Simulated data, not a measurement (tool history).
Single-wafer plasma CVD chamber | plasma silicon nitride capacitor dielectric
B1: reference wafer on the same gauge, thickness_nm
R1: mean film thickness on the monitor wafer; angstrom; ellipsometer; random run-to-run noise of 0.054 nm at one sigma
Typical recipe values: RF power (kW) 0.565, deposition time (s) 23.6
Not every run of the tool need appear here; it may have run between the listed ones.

{"run": 1, "hour": 0.0, "RF power (kW)": 0.565, "deposition time (s)": 23.6, "B1": 31.629, "R1": 360.09}
{"run": 2, "hour": 14.4, "RF power (kW)": 0.565, "deposition time (s)": 23.6, "B1": 31.63, "R1": 359.8}
{"run": 3, "hour": 31.2, "RF power (kW)": 0.565, "deposition time (s)": 23.6, "B1": 31.601, "R1": 359.89}
{"run": 4, "hour": 41.6, "RF power (kW)": 0.565, "deposition time (s)": 25.3, "B1": 31.594, "R1": 385.79}
{"run": 5, "hour": 49.5, "RF power (kW)": 0.565, "deposition time (s)": 25.3, "B1": 31.627, "R1": 385.8}
{"run": 6, "hour": 60.5, "RF power (kW)": 0.565, "deposition time (s)": 25.3, "B1": 31.598, "R1": 385.76}
{"run": 7, "hour": 71.8, "RF power (kW)": 0.565, "deposition time (s)": 23.6, "B1": 31.569, "R1": 359.54}
{"run": 8, "hour": 81.0, "RF power (kW)": 0.565, "deposition time (s)": 23.6, "B1": 31.57, "R1": 360.47}
{"hour": 97.3, "done": "RF generator calibrated"}
{"run": 9, "hour": 97.8, "RF power (kW)": 0.565, "deposition time (s)": 23.6, "B1": 31.529, "R1": 359.14}
{"run": 10, "hour": 101.9, "RF power (kW)": 0.565, "deposition time (s)": 23.6, "B1": 31.502, "R1": 358.89}
{"run": 11, "hour": 115.3, "RF power (kW)": 0.565, "deposition time (s)": 22.6, "B1": 31.491, "R1": 344.03}
{"run": 12, "hour": 123.1, "RF power (kW)": 0.565, "deposition time (s)": 22.6, "B1": 31.466, "R1": 343.95}
{"run": 13, "hour": 137.1, "RF power (kW)": 0.565, "deposition time (s)": 22.6, "B1": 31.459, "R1": 343.41}
{"hour": 158.1, "done": "showerhead replaced"}
{"run": 14, "hour": 158.6, "RF power (kW)": 0.495, "deposition time (s)": 27.2, "B1": 31.385, "R1": 398.38}
{"run": 15, "hour": 159.4, "RF power (kW)": 0.625, "deposition time (s)": 27.3, "B1": 31.401, "R1": 424.92}
{"run": 16, "hour": 170.6, "RF power (kW)": 0.625, "deposition time (s)": 21.2, "B1": 31.357, "R1": 330.04}
{"hour": 180.9, "done": "gauge calibrated"}
{"run": 17, "hour": 183.9, "RF power (kW)": 0.565, "deposition time (s)": 23.6, "B1": 31.735, "R1": 362.21}
{"run": 18, "hour": 199.6, "RF power (kW)": 0.51, "deposition time (s)": 25.1, "B1": 31.713, "R1": 373.28}
{"run": 19, "hour": 207.9, "RF power (kW)": 0.48, "deposition time (s)": 27.8, "B1": 31.711, "R1": 408.77}
{"run": 20, "hour": 215.1, "RF power (kW)": 0.6, "deposition time (s)": 27.3, "B1": 31.703, "R1": 425.3}
{"run": 21, "hour": 222.9, "RF power (kW)": 0.47, "deposition time (s)": 20.2, "B1": 31.691, "R1": 295.05}
{"run": 22, "hour": 238.8, "RF power (kW)": 0.565, "deposition time (s)": 23.6, "B1": 31.685, "R1": 361.17}
{"run": 23, "hour": 253.3, "RF power (kW)": 0.485, "deposition time (s)": 22.4, "B1": 31.695, "R1": 330.55}
{"run": 24, "hour": 263.1, "RF power (kW)": 0.565, "deposition time (s)": 23.6, "B1": 31.686, "R1": 361.05}
{"run": 25, "hour": 270.3, "RF power (kW)": 0.51, "deposition time (s)": 26.1, "B1": 31.665, "R1": 389.63}
{"run": 26, "hour": 280.7, "RF power (kW)": 0.565, "deposition time (s)": 23.6, "B1": 31.686, "R1": 361.25}

Forecast each of these 5 alternatives for the next run:
{"run": "A", "hour": 281.1, "RF power (kW)": 0.565, "deposition time (s)": 20.0, "B1": "?", "R1": "?"}
{"run": "B", "hour": 281.1, "RF power (kW)": 0.515, "deposition time (s)": 26.2, "B1": "?", "R1": "?"}
{"run": "C", "hour": 281.1, "RF power (kW)": 0.655, "deposition time (s)": 21.0, "B1": "?", "R1": "?"}
{"run": "D", "hour": 281.1, "RF power (kW)": 0.615, "deposition time (s)": 23.6, "B1": "?", "R1": "?"}
{"run": "E", "hour": 281.1, "RF power (kW)": 0.565, "deposition time (s)": 19.4, "B1": "?", "R1": "?"}

run=A B1=31.658 R1=305.52
run=B B1=31.658 R1=390.95
run=C B1=31.658 R1=333.24
run=D B1=31.658 R1=368.43
run=E B1=31.658 R1=296.35
With the hidden condition removed and each run's random variation left untouched, the same runs would have given:
run=A R1=305.84
run=B R1=391.37
run=C R1=333.59
run=D R1=368.82
run=E R1=296.66
